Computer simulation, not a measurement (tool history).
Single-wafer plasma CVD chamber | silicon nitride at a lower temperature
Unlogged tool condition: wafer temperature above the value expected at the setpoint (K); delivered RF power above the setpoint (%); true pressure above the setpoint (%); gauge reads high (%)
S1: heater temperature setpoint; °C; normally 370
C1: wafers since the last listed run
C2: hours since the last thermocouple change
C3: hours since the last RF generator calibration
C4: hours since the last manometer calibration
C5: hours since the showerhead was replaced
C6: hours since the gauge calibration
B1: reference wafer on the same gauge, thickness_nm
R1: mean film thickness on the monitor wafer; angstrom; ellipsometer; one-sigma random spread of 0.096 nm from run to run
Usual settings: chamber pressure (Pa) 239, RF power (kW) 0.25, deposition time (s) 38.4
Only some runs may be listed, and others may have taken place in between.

{"run": 1, "hour": 0.0, "S1": 370, "chamber pressure (Pa)": 239, "RF power (kW)": 0.25, "deposition time (s)": 38.4, "C1": 0, "C2": 1181.5, "C3": 990.9, "C4": 2295.1, "C5": 5090.8, "C6": 119.9, "B1": 40.504, "R1": 421.77}
{"run": 2, "hour": 6.3, "S1": 370, "chamber pressure (Pa)": 239, "RF power (kW)": 0.25, "deposition time (s)": 38.4, "C1": 164, "C2": 1187.8, "C3": 997.2, "C4": 2301.4, "C5": 5097.1, "C6": 126.2, "B1": 40.504, "R1": 422.91}
{"run": 3, "hour": 21.1, "S1": 370, "chamber pressure (Pa)": 239, "RF power (kW)": 0.25, "deposition time (s)": 38.4, "C1": 386, "C2": 1202.6, "C3": 1012, "C4": 2316.2, "C5": 5111.9, "C6": 141, "B1": 40.554, "R1": 424.22}
{"run": 4, "hour": 38.4, "S1": 370, "chamber pressure (Pa)": 204, "RF power (kW)": 0.25, "deposition time (s)": 38.4, "C1": 451, "C2": 1219.9, "C3": 1029.3, "C4": 2333.5, "C5": 5129.2, "C6": 158.3, "B1": 40.479, "R1": 401.12}
{"run": 5, "hour": 52.5, "S1": 376, "chamber pressure (Pa)": 239, "RF power (kW)": 0.25, "deposition time (s)": 38.4, "C1": 367, "C2": 1234, "C3": 1043.4, "C4": 2347.6, "C5": 5143.3, "C6": 172.4, "B1": 40.499, "R1": 422.37}
{"run": 6, "hour": 60.9, "S1": 370, "chamber pressure (Pa)": 239, "RF power (kW)": 0.25, "deposition time (s)": 38.4, "C1": 219, "C2": 1242.4, "C3": 1051.8, "C4": 2356, "C5": 5151.7, "C6": 180.8, "B1": 40.446, "R1": 423.42}
{"run": 7, "hour": 76.4, "S1": 370, "chamber pressure (Pa)": 239, "RF power (kW)": 0.25, "deposition time (s)": 38.4, "C1": 404, "C2": 1257.9, "C3": 1067.3, "C4": 2371.5, "C5": 5167.2, "C6": 196.3, "B1": 40.501, "R1": 423.04}
{"hour": 94.0, "done": "showerhead replaced"}
{"run": 8, "hour": 94.5, "S1": 370, "chamber pressure (Pa)": 239, "RF power (kW)": 0.21, "deposition time (s)": 38.4, "C1": 263, "C2": 1276, "C3": 1085.4, "C4": 2389.6, "C5": 0.5, "C6": 214.4, "B1": 40.485, "R1": 369.99}
{"run": 9, "hour": 101.3, "S1": 370, "chamber pressure (Pa)": 239, "RF power (kW)": 0.21, "deposition time (s)": 38.4, "C1": 177, "C2": 1282.8, "C3": 1092.2, "C4": 2396.4, "C5": 7.3, "C6": 221.2, "B1": 40.523, "R1": 368.8}
{"run": 10, "hour": 109.0, "S1": 370, "chamber pressure (Pa)": 239, "RF power (kW)": 0.25, "deposition time (s)": 38.4, "C1": 200, "C2": 1290.5, "C3": 1099.9, "C4": 2404.1, "C5": 15, "C6": 228.9, "B1": 40.516, "R1": 421.63}
{"hour": 113.6, "done": "gauge calibrated"}
{"run": 11, "hour": 121.7, "S1": 370, "chamber pressure (Pa)": 239, "RF power (kW)": 0.25, "deposition time (s)": 38.4, "C1": 331, "C2": 1303.2, "C3": 1112.6, "C4": 2416.8, "C5": 27.7, "C6": 8.1, "B1": 40.529, "R1": 421.27}

Run 12, settings as shown, results not yet in. Your forecast:
{"hour": 136.5, "done": "capacitance manometer re-zeroed and calibrated"}
{"run": 12, "hour": 137.0, "S1": 365, "chamber pressure (Pa)": 211, "RF power (kW)": 0.28, "deposition time (s)": 36.2, "C1": 190, "C2": 1318.5, "C3": 1127.9, "C4": 0.5, "C5": 43, "C6": 23.4, "B1": "?", "R1": "?"}

{"run 12": {"B1": 40.509, "R1": 416.66}}
On a tool with no hidden condition, and with the same random variation, this run would have come out at R1 444.38 angstrom.
